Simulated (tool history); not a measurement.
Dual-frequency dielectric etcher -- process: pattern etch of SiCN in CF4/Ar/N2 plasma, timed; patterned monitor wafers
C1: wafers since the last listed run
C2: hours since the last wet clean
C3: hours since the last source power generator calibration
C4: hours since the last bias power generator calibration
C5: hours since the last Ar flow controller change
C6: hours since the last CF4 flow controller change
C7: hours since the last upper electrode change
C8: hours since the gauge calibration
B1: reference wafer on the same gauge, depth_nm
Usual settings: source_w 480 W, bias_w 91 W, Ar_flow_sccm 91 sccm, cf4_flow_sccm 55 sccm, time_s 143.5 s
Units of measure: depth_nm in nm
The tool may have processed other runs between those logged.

{"run": 1, "hour": 0.0, "source_w": 480, "bias_w": 91, "Ar_flow_sccm": 105, "cf4_flow_sccm": 55, "time_s": 143.5, "C1": 0, "C2": 207.7, "C3": 4425.9, "C4": 3253.6, "C5": 1901.5, "C6": 3313.4, "C7": 2038.2, "C8": 697.4, "B1": 130.9, "depth_nm": 134.3}
{"run": 2, "hour": 27.2, "source_w": 480, "bias_w": 91, "Ar_flow_sccm": 105, "cf4_flow_sccm": 55, "time_s": 143.5, "C1": 296, "C2": 234.9, "C3": 4453.1, "C4": 3280.8, "C5": 1928.7, "C6": 3340.6, "C7": 2065.4, "C8": 724.6, "B1": 131.2, "depth_nm": 133.6}
{"run": 3, "hour": 56.5, "source_w": 480, "bias_w": 91, "Ar_flow_sccm": 107, "cf4_flow_sccm": 55, "time_s": 162, "C1": 319, "C2": 264.2, "C3": 4482.4, "C4": 3310.1, "C5": 1958, "C6": 3369.9, "C7": 2094.7, "C8": 753.9, "B1": 131.2, "depth_nm": 150.4}
{"run": 4, "hour": 127.7, "source_w": 480, "bias_w": 91, "Ar_flow_sccm": 107, "cf4_flow_sccm": 55, "time_s": 162, "C1": 776, "C2": 335.4, "C3": 4553.6, "C4": 3381.3, "C5": 2029.2, "C6": 3441.1, "C7": 2165.9, "C8": 825.1, "B1": 131, "depth_nm": 150.8}
{"hour": 172.4, "done": "upper electrode replaced"}
{"run": 5, "hour": 172.9, "source_w": 480, "bias_w": 91, "Ar_flow_sccm": 107, "cf4_flow_sccm": 55, "time_s": 162, "C1": 231, "C2": 380.6, "C3": 4598.8, "C4": 3426.5, "C5": 2074.4, "C6": 3486.3, "C7": 0.5, "C8": 870.3, "B1": 130.9, "depth_nm": 151.1}
{"run": 6, "hour": 195.9, "source_w": 480, "bias_w": 75, "Ar_flow_sccm": 91, "cf4_flow_sccm": 55, "time_s": 143.5, "C1": 250, "C2": 403.6, "C3": 4621.8, "C4": 3449.5, "C5": 2097.4, "C6": 3509.3, "C7": 23.5, "C8": 893.3, "B1": 131, "depth_nm": 129.4}
{"run": 7, "hour": 232.6, "source_w": 480, "bias_w": 75, "Ar_flow_sccm": 91, "cf4_flow_sccm": 55, "time_s": 143.5, "C1": 400, "C2": 440.3, "C3": 4658.5, "C4": 3486.2, "C5": 2134.1, "C6": 3546, "C7": 60.2, "C8": 930, "B1": 131.1, "depth_nm": 128.5}
{"hour": 277.5, "done": "source power generator calibrated"}
{"run": 8, "hour": 285.3, "source_w": 480, "bias_w": 75, "Ar_flow_sccm": 91, "cf4_flow_sccm": 55, "time_s": 143.5, "C1": 530, "C2": 493, "C3": 7.8, "C4": 3538.9, "C5": 2186.8, "C6": 3598.7, "C7": 112.9, "C8": 982.7, "B1": 131, "depth_nm": 129.8}
{"hour": 357.3, "done": "wet clean of the chamber"}
{"run": 9, "hour": 357.8, "source_w": 480, "bias_w": 91, "Ar_flow_sccm": 91, "cf4_flow_sccm": 55, "time_s": 143.5, "C1": 528, "C2": 0.5, "C3": 80.3, "C4": 3611.4, "C5": 2259.3, "C6": 3671.2, "C7": 185.4, "C8": 1055.2, "B1": 131, "depth_nm": 143.9}
{"run": 10, "hour": 368.6, "source_w": 480, "bias_w": 91, "Ar_flow_sccm": 91, "cf4_flow_sccm": 55, "time_s": 173.5, "C1": 117, "C2": 11.3, "C3": 91.1, "C4": 3622.2, "C5": 2270.1, "C6": 3682, "C7": 196.2, "C8": 1066, "B1": 131, "depth_nm": 174.4}
{"run": 11, "hour": 409.9, "source_w": 480, "bias_w": 75, "Ar_flow_sccm": 91, "cf4_flow_sccm": 55, "time_s": 143.5, "C1": 450, "C2": 52.6, "C3": 132.4, "C4": 3663.5, "C5": 2311.4, "C6": 3723.3, "C7": 237.5, "C8": 1107.3, "B1": 131.2, "depth_nm": 134.4}
{"hour": 415.3, "done": "gauge calibrated"}
{"run": 12, "hour": 450.9, "source_w": 520, "bias_w": 91, "Ar_flow_sccm": 91, "cf4_flow_sccm": 68, "time_s": 143.5, "C1": 446, "C2": 93.6, "C3": 173.4, "C4": 3704.5, "C5": 2352.4, "C6": 3764.3, "C7": 278.5, "C8": 35.6, "B1": 131, "depth_nm": 163.5}
{"hour": 456.9, "done": "Ar flow controller replaced"}
{"run": 13, "hour": 498.3, "source_w": 520, "bias_w": 91, "Ar_flow_sccm": 73, "cf4_flow_sccm": 46, "time_s": 159, "C1": 451, "C2": 141, "C3": 220.8, "C4": 3751.9, "C5": 41.4, "C6": 3811.7, "C7": 325.9, "C8": 83, "B1": 130.7, "depth_nm": 175.3}
{"hour": 528.5, "done": "wet clean of the chamber, repeated, since the last time left the tool worse"}
{"run": 14, "hour": 560.3, "source_w": 480, "bias_w": 107, "Ar_flow_sccm": 71, "cf4_flow_sccm": 55, "time_s": 163.5, "C1": 414, "C2": 31.8, "C3": 282.8, "C4": 3813.9, "C5": 103.4, "C6": 3873.7, "C7": 387.9, "C8": 145, "B1": 131.1, "depth_nm": 173.1}
{"run": 15, "hour": 610.6, "source_w": 480, "bias_w": 91, "Ar_flow_sccm": 91, "cf4_flow_sccm": 55, "time_s": 124.5, "C1": 548, "C2": 82.1, "C3": 333.1, "C4": 3864.2, "C5": 153.7, "C6": 3924, "C7": 438.2, "C8": 195.3, "B1": 131.1, "depth_nm": 118.6}
{"hour": 630.7, "done": "bias power generator calibrated"}
{"run": 16, "hour": 664.5, "source_w": 480, "bias_w": 91, "Ar_flow_sccm": 107, "cf4_flow_sccm": 55, "time_s": 162, "C1": 543, "C2": 136, "C3": 387, "C4": 33.8, "C5": 207.6, "C6": 3977.9, "C7": 492.1, "C8": 249.2, "B1": 131.1, "depth_nm": 150.2}
{"hour": 673.2, "done": "CF4 flow controller replaced"}
{"run": 17, "hour": 689.4, "source_w": 580, "bias_w": 91, "Ar_flow_sccm": 91, "cf4_flow_sccm": 55, "time_s": 105, "C1": 206, "C2": 160.9, "C3": 411.9, "C4": 58.7, "C5": 232.5, "C6": 16.2, "C7": 517, "C8": 274.1, "B1": 131, "depth_nm": 122.3}
{"run": 18, "hour": 743.6, "source_w": 480, "bias_w": 91, "Ar_flow_sccm": 91, "cf4_flow_sccm": 55, "time_s": 143.5, "C1": 590, "C2": 215.1, "C3": 466.1, "C4": 112.9, "C5": 286.7, "C6": 70.4, "C7": 571.2, "C8": 328.3, "B1": 131, "depth_nm": 137.1}
{"run": 19, "hour": 793.5, "source_w": 480, "bias_w": 91, "Ar_flow_sccm": 74, "cf4_flow_sccm": 55, "time_s": 143.5, "C1": 543, "C2": 265, "C3": 516, "C4": 162.8, "C5": 336.6, "C6": 120.3, "C7": 621.1, "C8": 378.2, "B1": 131.2, "depth_nm": 144.7}
{"run": 20, "hour": 837.0, "source_w": 480, "bias_w": 91, "Ar_flow_sccm": 108, "cf4_flow_sccm": 49, "time_s": 143.5, "C1": 474, "C2": 308.5, "C3": 559.5, "C4": 206.3, "C5": 380.1, "C6": 163.8, "C7": 664.6, "C8": 421.7, "B1": 130.9, "depth_nm": 130.9}

What will run 21 give?
{"run": 21, "hour": 888.1, "source_w": 480, "bias_w": 91, "Ar_flow_sccm": 91, "cf4_flow_sccm": 46, "time_s": 143.5, "C1": 556, "C2": 359.6, "C3": 610.6, "C4": 257.4, "C5": 431.2, "C6": 214.9, "C7": 715.7, "C8": 472.8, "B1": "?", "depth_nm": "?"}

{"run 21": {"B1": 131, "depth_nm": 135.4}}
If the tool had no hidden condition, the same run with the same run-to-run variation would have returned depth_nm 132.5 nm.
